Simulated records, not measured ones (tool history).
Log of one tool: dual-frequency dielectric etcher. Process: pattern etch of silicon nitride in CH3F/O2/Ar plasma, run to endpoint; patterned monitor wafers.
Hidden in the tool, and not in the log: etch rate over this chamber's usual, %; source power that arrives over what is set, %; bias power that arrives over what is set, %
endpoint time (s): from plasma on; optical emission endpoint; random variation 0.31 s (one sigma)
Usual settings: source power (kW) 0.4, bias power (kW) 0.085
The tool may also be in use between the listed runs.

| run | hour | source power (kW) | bias power (kW) | wafers since the last listed run | hours since the last wet clean | hours since the last source power generator calibration | hours since the last bias power generator calibration | hours since the last upper electrode change | incoming incoming film thickness, nm | endpoint time (s) |
|---|---|---|---|---|---|---|---|---|---|---|
| 1 | 0 | 0.4 | 0.085 | 0 | 380.4 | 3585.2 | 2130.5 | 2191 | 44.38 | 60.5 |
| 2 | 12.3 | 0.4 | 0.085 | 119 | 392.7 | 3597.5 | 2142.8 | 2203.3 | 45.1 | 60.4 |
| 3 | 20.1 | 0.4 | 0.085 | 75 | 400.5 | 3605.3 | 2150.6 | 2211.1 | 44.75 | 60.6 |
| 4 | 36.4 | 0.4 | 0.085 | 158 | 416.8 | 3621.6 | 2166.9 | 2227.4 | 44.37 | 60.5 |
| 5 | 47.4 | 0.4 | 0.085 | 106 | 427.8 | 3632.6 | 2177.9 | 2238.4 | 44.49 | 59.8 |
| 6 | 64.3 | 0.4 | 0.085 | 164 | 444.7 | 3649.5 | 2194.8 | 2255.3 | 44.46 | 60.5 |
| 7 | 78.2 | 0.4 | 0.085 | 135 | 458.6 | 3663.4 | 2208.7 | 2269.2 | 44.1 | 60 |
| 8 | 92.3 | 0.4 | 0.085 | 136 | 472.7 | 3677.5 | 2222.8 | 2283.3 | 44.43 | 60.1 |
| 9 | 102.7 | 0.4 | 0.085 | 101 | 483.1 | 3687.9 | 2233.2 | 2293.7 | 45 | 61.1 |
| 10 | 117 | 0.4 | 0.085 | 138 | 497.4 | 3702.2 | 2247.5 | 2308 | 44.53 | 60.9 |
| 11 | 131.9 | 0.4 | 0.085 | 144 | 512.3 | 3717.1 | 2262.4 | 2322.9 | 44.48 | 60.7 |
|  | 141.1 | source power generator calibrated |
|  | 144.6 | bias power generator calibrated |
|  | 156.5 | upper electrode replaced |
| 12 | 157 | 0.4 | 0.085 | 55 | 537.4 | 15.9 | 12.4 | 0.5 | 44.43 | 60.9 |
| 13 | 157.3 | 0.4 | 0.099 | 2 | 537.7 | 16.2 | 12.7 | 0.8 | 44.98 | 58.7 |
|  | 190.4 | wet clean of the chamber |
| 14 | 190.9 | 0.4 | 0.072 | 93 | 0.5 | 49.8 | 46.3 | 34.4 | 44.14 | 60.7 |
| 15 | 191.2 | 0.4 | 0.104 | 2 | 0.8 | 50.1 | 46.6 | 34.7 | 44.46 | 53.8 |
| 16 | 191.6 | 0.47 | 0.069 | 3 | 1.2 | 50.5 | 47 | 35.1 | 44.57 | 59.5 |
| 17 | 198.2 | 0.47 | 0.069 | 64 | 7.8 | 57.1 | 53.6 | 41.7 | 44.55 | 59.1 |

The next listed run, before its measurement:
| 18 | 213.1 | 0.48 | 0.065 | 144 | 22.7 | 72 | 68.5 | 56.6 | 44.4 | ? |

{"run 18": {"endpoint time (s)": 59.8}}
Without the tool's hidden state the same run would have given endpoint time (s) 59.6.
